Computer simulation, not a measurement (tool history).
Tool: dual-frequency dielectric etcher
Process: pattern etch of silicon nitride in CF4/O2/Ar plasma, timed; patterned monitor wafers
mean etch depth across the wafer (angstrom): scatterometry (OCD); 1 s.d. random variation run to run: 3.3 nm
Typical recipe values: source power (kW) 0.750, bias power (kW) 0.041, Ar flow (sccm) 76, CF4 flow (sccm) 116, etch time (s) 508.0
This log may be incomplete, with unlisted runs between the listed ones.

run   hour  source power (kW)  bias power (kW)  Ar flow (sccm)  CF4 flow (sccm)  etch time (s)  read-back reference wafer on the same gauge, depth_nm  mean etch depth across the wafer (angstrom)
  1    0.0              0.750            0.038              76              136          508.0                                                 1190.1                                        14074
  2   25.2              0.580            0.041              76              109          377.0                                                 1190.0                                         8463
  3   52.1              0.750            0.034              69              101          396.5                                                 1189.6                                        10539
  4   86.6              0.750            0.041              76              116          508.0                                                 1188.6                                        14107
  5  116.9              0.620            0.041              93              139          508.0                                                 1189.8                                        12096
  6  134.3              0.750            0.050              76              116          508.0                                                 1189.9                                        14721
     152.7  -- CF4 flow controller replaced
  7  164.4              0.750            0.041              76              116          508.0                                                 1190.1                                        14090
     171.9  -- source power generator calibrated
  8  184.7              0.840            0.037              89              116          508.0                                                 1190.0                                        14289
  9  219.7              0.750            0.041              76              116          658.5                                                 1189.6                                        17546
 10  251.9              0.750            0.041              61              116          508.0                                                 1189.0                                        13798
     278.1  -- wet clean of the chamber
     296.8  -- upper electrode replaced
 11  315.9              0.870            0.032              76              135          508.0                                                 1190.0                                        14801
 12  339.4              0.590            0.041              76              132          385.0                                                 1190.7                                         8621
 13  372.4              0.690            0.034              76              116          508.0                                                 1190.2                                        12241
 14  395.1              0.750            0.041              88              116          508.0                                                 1191.2                                        13405
 15  418.9              0.590            0.041              76              132          385.0                                                 1190.3                                         8608
 16  441.3              0.590            0.041              76              132          385.0                                                 1189.8                                         8617
 17  460.1              0.600            0.044              76              116          429.0                                                 1189.8                                         9796
 18  478.1              0.750            0.041              84              116          508.0                                                 1190.3                                        13471
 19  497.6              0.750            0.049              94              145          508.0                                                 1189.7                                        14176
 20  520.0              0.750            0.048              90              116          508.0                                                 1189.1                                        13864
 21  537.6              0.750            0.041              60              106          508.0                                                 1190.8                                        13852

Below are 4 alternative next runs, each starting from the tool's condition after run 21. Predict each:
  A  538.2              0.750            0.041              76              116          508.0                                                      ?                                            ?
  B  538.2              0.600            0.036              76              133          580.0                                                      ?                                            ?
  C  538.2              0.700            0.046              82              116          452.5                                                      ?                                            ?
  D  538.2              0.830            0.034              76              135          508.0                                                      ?                                            ?

run  read-back reference wafer on the same gauge, depth_nm  mean etch depth across the wafer (angstrom)
  A                                                 1189.8                                        13597
  B                                                 1189.8                                        12830
  C                                                 1189.8                                        11676
  D                                                 1189.8                                        14420
Stripped of hidden state, with their random variation kept, the same runs would have yielded:
run  mean etch depth across the wafer (angstrom)
  A                                        13484
  B                                        12723
  C                                        11579
  D                                        14299

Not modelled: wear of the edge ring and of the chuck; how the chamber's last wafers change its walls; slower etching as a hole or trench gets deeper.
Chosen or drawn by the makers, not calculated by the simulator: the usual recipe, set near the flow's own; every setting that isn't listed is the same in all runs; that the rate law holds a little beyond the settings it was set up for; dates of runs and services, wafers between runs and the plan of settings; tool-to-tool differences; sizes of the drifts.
